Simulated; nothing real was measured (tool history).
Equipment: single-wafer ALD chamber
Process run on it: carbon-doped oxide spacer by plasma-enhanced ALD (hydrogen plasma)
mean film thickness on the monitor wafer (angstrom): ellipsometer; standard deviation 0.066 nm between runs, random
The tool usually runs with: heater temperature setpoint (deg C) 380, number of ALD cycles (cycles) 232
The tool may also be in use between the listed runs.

run   hour  heater temperature setpoint (deg C)  number of ALD cycles (cycles)  read-back reference wafer on the same gauge, thickness_nm  mean film thickness on the monitor wafer (angstrom)
  1    0.0                                  380                            232                                                     10.009                                               119.14
  2  105.2                                  380                            232                                                     10.002                                               120.52
  3  140.8                                  380                            242                                                      9.987                                               125.37
  4  153.7                                  380                            242                                                      9.995                                               124.95
  5  182.0                                  380                            242                                                     10.007                                               126.46
  6  212.8                                  369                            232                                                     10.001                                               120.54
  7  239.0                                  369                            232                                                     10.005                                               118.93
  8  262.6                                  380                            232                                                     10.012                                               120.38
     315.8  -- thermocouple changed; heater temperature recalibrated
  9  321.8                                  380                            232                                                      9.995                                               119.81
 10  337.2                                  371                            232                                                      9.995                                               120.29
 11  366.7                                  369                            204                                                     10.006                                               105.94
     388.8  -- gauge calibrated
 12  397.5                                  366                            232                                                      9.993                                               120.90
 13  423.9                                  380                            232                                                     10.014                                               120.90

Forecast run 14:
 14  448.6                                  380                            195                                                          ?                                                    ?

{"run 14": {"read-back reference wafer on the same gauge, thickness_nm": 10.0, "mean film thickness on the monitor wafer (angstrom)": 101.61}}
On a tool with no hidden condition, and with the same random variation, this run would have come out at mean film thickness on the monitor wafer (angstrom) 101.61.
